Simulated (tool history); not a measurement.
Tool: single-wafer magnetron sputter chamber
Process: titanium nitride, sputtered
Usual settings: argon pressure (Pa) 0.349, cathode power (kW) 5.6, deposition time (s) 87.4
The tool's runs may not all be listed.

run,hour,argon pressure (Pa),cathode power (kW),deposition time (s),"read-back reference wafer on the same gauge, thickness_nm",mean film thickness on the monitor wafer (Å)
1,0,0.349,5.6,87.4,85.338,928.02
# hour 45.7: sputter target and shields replaced
2,61.4,0.349,5.6,87.4,85.338,951.24
3,93.4,0.349,5.6,87.4,85.366,951.76
4,131.5,0.274,5.6,75.2,85.456,832.95
5,199.2,0.349,4.55,87.4,85.473,770.31
6,252.7,0.349,5.6,87.4,85.451,941.89
7,302.6,0.458,5.6,87.4,85.413,917.68
8,364.1,0.349,5.6,87.4,85.445,936.43
9,417,0.349,5.6,87.4,85.413,937.64
10,449.5,0.349,5.6,87.4,85.387,933.73
11,476.1,0.349,5.6,87.4,85.499,930.5
# hour 544.8: sputter target and shields replaced
12,545.3,0.349,5.6,87.4,85.472,954.06
13,578.7,0.349,5.6,87.4,85.371,950.54
14,642.4,0.349,5.6,87.4,85.378,950.38
15,691.8,0.349,5.6,87.4,85.372,942.61
16,742.9,0.439,6.95,87.4,85.383,1141.63
17,810.4,0.438,6.25,103.2,85.39,1212.13
18,1002.2,0.474,5.6,87.4,85.454,898.83
19,1037.9,0.222,5.05,97.9,85.415,970.2
20,1082.6,0.441,6.4,103.3,85.39,1219.94
# hour 1094.3: sputter target and shields replaced
# hour 1101.7: capacitance manometer re-zeroed and calibrated
21,1147.5,0.349,5.6,73.5,85.372,786.64
# hour 1157.8: gauge calibrated
22,1172.5,0.349,5.6,97.2,85.337,1040.09
23,1218.8,0.446,4.95,72.8,85.337,670.08
24,1254.8,0.295,4.5,93.4,85.361,811.5
# hour 1284.3: magnet pack replaced
25,1290.1,0.349,5.6,71.1,85.396,760.13
26,1334.7,0.349,4.25,94.7,85.306,764.86
27,1369.7,0.349,5.6,87.4,85.504,930.06
28,1402.2,0.349,5.6,97.4,85.397,1032.48
29,1439.5,0.349,6.45,87.4,85.415,1065.89
# hour 1544.6: sputter target and shields replaced
30,1559.7,0.349,5.6,87.4,85.384,945.31
31,1630.3,0.349,5.6,87.4,85.447,941.78

The same runs without the tool's hidden state, with the same run-to-run variation:
The hidden state here: deposition rate above that of a new target (%); true argon pressure above the setpoint (%); gauge reads high (%).
run,mean film thickness on the monitor wafer (Å)
1,941.11
2,940.9
3,942.79
4,828.28
5,766.79
6,939.93
7,915.05
8,939.43
9,943.04
10,940.58
11,938.53
12,942.13
13,940.15
14,942.88
15,937.4
16,1134.94
17,1209.02
18,903.99
19,985.58
20,1233.16
21,791.02
22,1046.7
23,675.31
24,818.92
25,767.93
26,773.9
27,942.24
28,1047.25
29,1082.64
30,941.73
31,940.82
